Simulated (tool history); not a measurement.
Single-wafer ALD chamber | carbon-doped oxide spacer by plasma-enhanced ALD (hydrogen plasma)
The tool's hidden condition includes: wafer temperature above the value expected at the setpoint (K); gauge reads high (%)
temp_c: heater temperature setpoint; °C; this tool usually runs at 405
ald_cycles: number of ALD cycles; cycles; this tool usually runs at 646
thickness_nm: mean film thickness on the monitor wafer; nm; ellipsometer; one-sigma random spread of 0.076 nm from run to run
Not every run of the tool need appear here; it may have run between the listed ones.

run	hour	temp_c	ald_cycles	wafers since the last listed run	hours since the last thermocouple change	hours since the gauge calibration	read-back reference wafer on the same gauge, thickness_nm	thickness_nm
1	0.0	405	646	0	1599.4	55.4	29.016	30.154
2	14.8	405	646	7	1614.2	70.2	28.999	30.308
3	23.1	405	646	4	1622.5	78.5	29.033	30.215
4	30.1	405	646	3	1629.5	85.5	28.989	30.242
5	39.7	412	646	4	1639.1	95.1	28.975	29.754
6	46.7	412	646	3	1646.1	102.1	29.004	29.489
7	61.1	405	715	7	1660.5	116.5	28.960	33.521
8	73.1	405	557	6	1672.5	128.5	28.980	25.950
9	83.5	405	617	5	1682.9	138.9	28.978	28.900
# hour 85.3: gauge calibrated
10	96.2	405	617	6	1695.6	10.9	29.013	28.971
# hour 113.0: thermocouple changed; heater temperature recalibrated
11	113.5	405	617	4	0.5	28.2	28.989	28.968
12	127.3	405	646	6	14.3	42.0	29.031	30.191
13	143.6	417	594	8	30.6	58.3	29.006	26.893
14	152.7	405	646	4	39.7	67.4	29.017	30.313
15	160.6	405	646	4	47.6	75.3	29.014	30.238
16	167.2	400	611	3	54.2	81.9	29.011	29.060
17	183.0	400	697	8	70.0	97.7	28.961	33.173
18	198.6	401	573	7	85.6	113.3	28.990	27.026
19	210.4	397	749	5	97.4	125.1	29.008	35.755
20	218.0	413	718	3	105.0	132.7	29.001	32.888
21	230.1	401	573	6	117.1	144.8	28.996	27.136
# hour 232.2: gauge calibrated
22	241.3	412	603	5	128.3	9.1	28.996	27.613
23	249.7	397	539	4	136.7	17.5	28.989	25.619
24	258.9	391	646	4	145.9	26.7	29.028	30.658

What will run 25 give?
25	267.9	405	560	4	154.9	35.7	?	?

read-back reference wafer on the same gauge, thickness_nm: 29.009
thickness_nm: 26.277 nm
Minus the tool's unlogged condition, the same run would have read thickness_nm 26.277 nm.
